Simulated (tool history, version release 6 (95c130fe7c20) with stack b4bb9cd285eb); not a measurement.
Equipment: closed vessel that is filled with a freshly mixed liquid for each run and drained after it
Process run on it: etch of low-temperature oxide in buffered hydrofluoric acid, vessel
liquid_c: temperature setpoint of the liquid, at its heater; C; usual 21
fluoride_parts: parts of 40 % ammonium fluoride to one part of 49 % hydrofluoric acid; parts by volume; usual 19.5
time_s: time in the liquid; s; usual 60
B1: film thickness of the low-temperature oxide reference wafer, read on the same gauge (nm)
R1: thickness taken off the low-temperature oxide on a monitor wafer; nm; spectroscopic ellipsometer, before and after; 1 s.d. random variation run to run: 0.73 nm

{"run": 1, "day": 0.0, "liquid_c": 24, "fluoride_parts": 19.5, "time_s": 60, "B1": 80, "R1": 181}
{"run": 2, "day": 2.583, "liquid_c": 20, "fluoride_parts": 19.5, "time_s": 60, "B1": 80.03, "R1": 146.76}
{"run": 3, "day": 5.621, "liquid_c": 20, "fluoride_parts": 19.5, "time_s": 60, "B1": 79.99, "R1": 146.43}
{"run": 4, "day": 8.192, "liquid_c": 17.5, "fluoride_parts": 22, "time_s": 60, "B1": 80, "R1": 115.4}
{"run": 5, "day": 10.729, "liquid_c": 17.5, "fluoride_parts": 22, "time_s": 60, "B1": 79.99, "R1": 116.62}
{"day": 16.1, "done": "hydrofluoric acid flow meter replaced"}
{"run": 6, "day": 17.812, "liquid_c": 17.5, "fluoride_parts": 22, "time_s": 60, "B1": 79.98, "R1": 112.58}
{"run": 7, "day": 20.192, "liquid_c": 21, "fluoride_parts": 19.5, "time_s": 65, "B1": 80.02, "R1": 164.35}
{"run": 8, "day": 21.742, "liquid_c": 21, "fluoride_parts": 19.5, "time_s": 65, "B1": 80, "R1": 166.51}
{"run": 9, "day": 23.596, "liquid_c": 21, "fluoride_parts": 19.5, "time_s": 60, "B1": 80.01, "R1": 152.49}
{"run": 10, "day": 32.862, "liquid_c": 21, "fluoride_parts": 19.5, "time_s": 50, "B1": 79.97, "R1": 131.28}
{"day": 34.483, "done": "gauge calibrated"}
{"day": 35.938, "done": "thermometer replaced"}
{"run": 11, "day": 36.054, "liquid_c": 21, "fluoride_parts": 19.5, "time_s": 50, "B1": 80, "R1": 131.56}
{"run": 12, "day": 38.125, "liquid_c": 23, "fluoride_parts": 19.5, "time_s": 60, "B1": 80, "R1": 176.58}
{"day": 40.962, "done": "hydrofluoric acid flow meter replaced"}
{"run": 13, "day": 42.425, "liquid_c": 21, "fluoride_parts": 12, "time_s": 60, "B1": 80.01, "R1": 241.31}
{"run": 14, "day": 44.846, "liquid_c": 21, "fluoride_parts": 19.5, "time_s": 65, "B1": 79.98, "R1": 166.11}
{"run": 15, "day": 48.088, "liquid_c": 21, "fluoride_parts": 19.5, "time_s": 35, "B1": 80.03, "R1": 89.14}
{"run": 16, "day": 50.883, "liquid_c": 21, "fluoride_parts": 19.5, "time_s": 60, "B1": 80.01, "R1": 154.7}
{"run": 17, "day": 52.708, "liquid_c": 21, "fluoride_parts": 19.5, "time_s": 60, "B1": 80.01, "R1": 155.5}
{"run": 18, "day": 55.121, "liquid_c": 21, "fluoride_parts": 19.5, "time_s": 50, "B1": 80, "R1": 130.73}
{"run": 19, "day": 58.371, "liquid_c": 21, "fluoride_parts": 12.5, "time_s": 40, "B1": 80.02, "R1": 161.54}
{"run": 20, "day": 62.433, "liquid_c": 25.5, "fluoride_parts": 23, "time_s": 80, "B1": 79.98, "R1": 234}
{"run": 21, "day": 66.179, "liquid_c": 25.5, "fluoride_parts": 16.5, "time_s": 30, "B1": 79.98, "R1": 120.41}
{"day": 66.629, "done": "hydrofluoric acid flow meter replaced"}
{"run": 22, "day": 70.121, "liquid_c": 24.5, "fluoride_parts": 19.5, "time_s": 80, "B1": 80, "R1": 245.96}
{"run": 23, "day": 72.283, "liquid_c": 24, "fluoride_parts": 19.5, "time_s": 80, "B1": 79.99, "R1": 239.89}
{"run": 24, "day": 75.254, "liquid_c": 24, "fluoride_parts": 19.5, "time_s": 95, "B1": 80.02, "R1": 288.45}
{"run": 25, "day": 79.012, "liquid_c": 17, "fluoride_parts": 14, "time_s": 30, "B1": 80, "R1": 85.58}

3 ways to go on from here, each from the tool as it stands after run 25. What would each give?
{"run": "A", "day": 79.042, "liquid_c": 21, "fluoride_parts": 19.5, "time_s": 60, "B1": "?", "R1": "?"}
{"run": "B", "day": 79.042, "liquid_c": 25, "fluoride_parts": 14.5, "time_s": 60, "B1": "?", "R1": "?"}
{"run": "C", "day": 79.042, "liquid_c": 21, "fluoride_parts": 25, "time_s": 35, "B1": "?", "R1": "?"}

run=A B1=79.98 R1=154.71
run=B B1=79.98 R1=258.07
run=C B1=79.98 R1=74.67
Without the tool's hidden state the same runs would have given:
run=A R1=149.39
run=B R1=249.25
run=C R1=72.87

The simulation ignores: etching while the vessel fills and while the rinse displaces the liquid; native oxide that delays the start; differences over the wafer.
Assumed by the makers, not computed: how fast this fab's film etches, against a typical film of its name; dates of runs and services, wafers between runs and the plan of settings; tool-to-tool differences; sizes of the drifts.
